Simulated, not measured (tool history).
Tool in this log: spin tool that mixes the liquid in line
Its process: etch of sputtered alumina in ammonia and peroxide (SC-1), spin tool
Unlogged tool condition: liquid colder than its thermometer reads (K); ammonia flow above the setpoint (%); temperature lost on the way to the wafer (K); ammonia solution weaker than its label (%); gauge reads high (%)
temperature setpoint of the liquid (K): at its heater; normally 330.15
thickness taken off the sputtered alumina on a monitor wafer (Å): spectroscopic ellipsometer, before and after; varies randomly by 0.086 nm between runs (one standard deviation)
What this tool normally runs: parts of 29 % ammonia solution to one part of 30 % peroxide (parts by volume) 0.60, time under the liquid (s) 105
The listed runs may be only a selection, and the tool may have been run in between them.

| run | hour | temperature setpoint of the liquid (K) | parts of 29 % ammonia solution to one part of 30 % peroxide (parts by volume) | time under the liquid (s) | wafers since the last listed run | hours since the thermometer was replaced | hours since the ammonia flow meter was replaced | hours since the heated supply line was repaired | hours since the drum of ammonia solution was connected | hours since the gauge calibration | read-back film thickness of the sputtered alumina reference wafer, read on the same gauge (nm) | thickness taken off the sputtered alumina on a monitor wafer (Å) |
|---|---|---|---|---|---|---|---|---|---|---|---|---|
| 1 | 0.0 | 330.15 | 0.60 | 105 | 0 | 3252.4 | 16.7 | 1025.1 | 47.7 | 1766.9 | 140.02 | 88.3 |
| 2 | 39.9 | 337.15 | 0.60 | 105 | 336 | 3292.3 | 56.6 | 1065.0 | 87.6 | 1806.8 | 140.00 | 126.4 |
| 3 | 102.4 | 322.15 | 0.85 | 55 | 527 | 3354.8 | 119.1 | 1127.5 | 150.1 | 1869.3 | 140.01 | 30.7 |
| 4 | 156.0 | 330.15 | 0.70 | 50 | 452 | 3408.4 | 172.7 | 1181.1 | 203.7 | 1922.9 | 139.98 | 42.6 |
|  | 157.5 | thermometer replaced |
| 5 | 212.3 | 330.15 | 0.45 | 165 | 466 | 54.8 | 229.0 | 1237.4 | 260.0 | 1979.2 | 140.05 | 132.9 |
| 6 | 240.3 | 330.15 | 0.60 | 155 | 236 | 82.8 | 257.0 | 1265.4 | 288.0 | 2007.2 | 139.97 | 126.5 |
| 7 | 268.1 | 323.65 | 0.60 | 60 | 234 | 110.6 | 284.8 | 1293.2 | 315.8 | 2035.0 | 140.01 | 34.4 |
| 8 | 316.2 | 320.15 | 0.80 | 145 | 406 | 158.7 | 332.9 | 1341.3 | 363.9 | 2083.1 | 140.01 | 71.4 |
|  | 318.3 | heated supply line repaired |
| 9 | 378.6 | 330.15 | 0.40 | 105 | 518 | 221.1 | 395.3 | 60.3 | 426.3 | 2145.5 | 139.97 | 93.0 |
| 10 | 403.6 | 330.15 | 0.60 | 105 | 211 | 246.1 | 420.3 | 85.3 | 451.3 | 2170.5 | 140.02 | 94.8 |
| 11 | 433.6 | 332.65 | 0.60 | 105 | 253 | 276.1 | 450.3 | 115.3 | 481.3 | 2200.5 | 140.00 | 109.0 |
| 12 | 482.0 | 323.65 | 0.70 | 105 | 408 | 324.5 | 498.7 | 163.7 | 529.7 | 2248.9 | 139.98 | 68.9 |
| 13 | 515.7 | 330.15 | 0.60 | 105 | 284 | 358.2 | 532.4 | 197.4 | 563.4 | 2282.6 | 139.98 | 94.8 |
|  | 571.1 | new drum of ammonia solution connected |
| 14 | 574.6 | 338.15 | 0.60 | 105 | 488 | 417.1 | 591.3 | 256.3 | 3.5 | 2341.5 | 140.04 | 144.8 |
|  | 578.5 | gauge calibrated |
| 15 | 630.6 | 330.15 | 0.60 | 105 | 472 | 473.1 | 647.3 | 312.3 | 59.5 | 52.1 | 140.04 | 93.9 |
| 16 | 664.1 | 336.65 | 0.60 | 60 | 282 | 506.6 | 680.8 | 345.8 | 93.0 | 85.6 | 140.04 | 74.8 |
| 17 | 727.2 | 330.15 | 0.60 | 50 | 532 | 569.7 | 743.9 | 408.9 | 156.1 | 148.7 | 139.99 | 44.4 |
| 18 | 773.2 | 334.15 | 0.70 | 135 | 388 | 615.7 | 789.9 | 454.9 | 202.1 | 194.7 | 139.99 | 147.7 |
| 19 | 839.9 | 325.15 | 0.85 | 105 | 563 | 682.4 | 856.6 | 521.6 | 268.8 | 261.4 | 140.01 | 72.1 |
| 20 | 866.7 | 333.15 | 0.35 | 65 | 226 | 709.2 | 883.4 | 548.4 | 295.6 | 288.2 | 140.03 | 63.1 |
| 21 | 937.2 | 321.65 | 0.70 | 160 | 595 | 779.7 | 953.9 | 618.9 | 366.1 | 358.7 | 140.00 | 88.1 |
| 22 | 1003.2 | 330.15 | 0.60 | 105 | 557 | 845.7 | 1019.9 | 684.9 | 432.1 | 424.7 | 139.99 | 89.6 |
|  | 1098.5 | new drum of ammonia solution connected |
| 23 | 1104.9 | 336.65 | 0.85 | 60 | 850 | 947.4 | 1121.6 | 786.6 | 6.4 | 526.4 | 139.98 | 74.4 |

Alternative continuations, all from the tool just after run 23; predict every row:
| A | 1105.3 | 330.15 | 0.60 | 105 | 3 | 947.8 | 1122.0 | 787.0 | 6.8 | 526.8 | ? | ? |
| B | 1105.3 | 321.15 | 0.40 | 45 | 3 | 947.8 | 1122.0 | 787.0 | 6.8 | 526.8 | ? | ? |
| C | 1105.3 | 337.15 | 0.85 | 125 | 3 | 947.8 | 1122.0 | 787.0 | 6.8 | 526.8 | ? | ? |
| D | 1105.3 | 336.15 | 0.90 | 105 | 3 | 947.8 | 1122.0 | 787.0 | 6.8 | 526.8 | ? | ? |
| E | 1105.3 | 337.15 | 0.60 | 125 | 3 | 947.8 | 1122.0 | 787.0 | 6.8 | 526.8 | ? | ? |

| run | read-back film thickness of the sputtered alumina reference wafer, read on the same gauge (nm) | thickness taken off the sputtered alumina on a monitor wafer (Å) |
|---|---|---|
| A | 140.01 | 91.0 |
| B | 140.01 | 23.0 |
| C | 140.01 | 160.7 |
| D | 140.01 | 129.0 |
| E | 140.01 | 155.5 |
With no hidden state in the tool, these same runs would have given:
| run | thickness taken off the sputtered alumina on a monitor wafer (Å) |
|---|---|
| A | 97.7 |
| B | 24.8 |
| C | 171.9 |
| D | 138.1 |
| E | 166.4 |
